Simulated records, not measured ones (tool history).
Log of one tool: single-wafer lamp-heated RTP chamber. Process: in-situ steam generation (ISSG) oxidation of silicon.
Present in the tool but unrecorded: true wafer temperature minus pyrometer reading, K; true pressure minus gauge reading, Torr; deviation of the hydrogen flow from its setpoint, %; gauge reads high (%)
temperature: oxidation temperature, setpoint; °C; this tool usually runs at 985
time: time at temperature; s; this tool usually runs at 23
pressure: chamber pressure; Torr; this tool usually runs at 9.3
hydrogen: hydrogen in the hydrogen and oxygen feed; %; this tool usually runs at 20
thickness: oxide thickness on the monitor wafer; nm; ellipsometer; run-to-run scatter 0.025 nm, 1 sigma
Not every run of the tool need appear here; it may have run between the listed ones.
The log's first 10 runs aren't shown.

run     day  temperature  time  pressure  hydrogen  wafers since the last listed run  wafers since the last pyrometer calibration  hours since the pressure gauge was zeroed  hours since the hydrogen flow controller was replaced  hours since the gauge calibration  read-back reference wafer on the same gauge, thickness  thickness
 11    26.2          985    23       9.3        20                               565                                         4177                                     2218.1                                                 1869.1                              126.6                                                   4.794      4.976
 12  29.167         1003    16       8.8        27                               744                                         4921                                     2289.3                                                 1940.3                              197.8                                                   4.806      4.896
 13  31.708          985    19       8.4        29                               637                                         5559                                     2350.3                                                 2001.3                              258.8                                                   4.809      5.095
     33.071  -- pyrometer window cleaned and pyrometer calibrated
 14  34.388          985    23       9.3        20                               588                                          330                                     2414.6                                                 2065.6                              323.1                                                   4.817      4.999
 15  36.438          966    18       9.3        20                               514                                          844                                     2463.8                                                 2114.8                              372.3                                                   4.816      4.162
 16  38.712          985    23       9.3        20                               570                                         1415                                     2518.4                                                 2169.4                              426.9                                                    4.82      4.994
 17  41.804          999    23       9.3        20                               775                                         2190                                     2592.6                                                 2243.6                              501.1                                                   4.828      5.253
     49.954  -- hydrogen flow controller replaced
 18  53.754          985    23       8.5        20                              2914                                         5104                                     2879.4                                                   91.2                              787.9                                                   4.843      5.056

What will run 19 give?
 19  57.246          973    23       9.3        20                               875                                         5980                                     2963.2                                                    175                              871.7                                                       ?          ?

{"run 19": {"read-back reference wafer on the same gauge, thickness": 4.85, "thickness": 4.816}}
With no hidden state in the tool, this same run would have given thickness 4.734 nm.
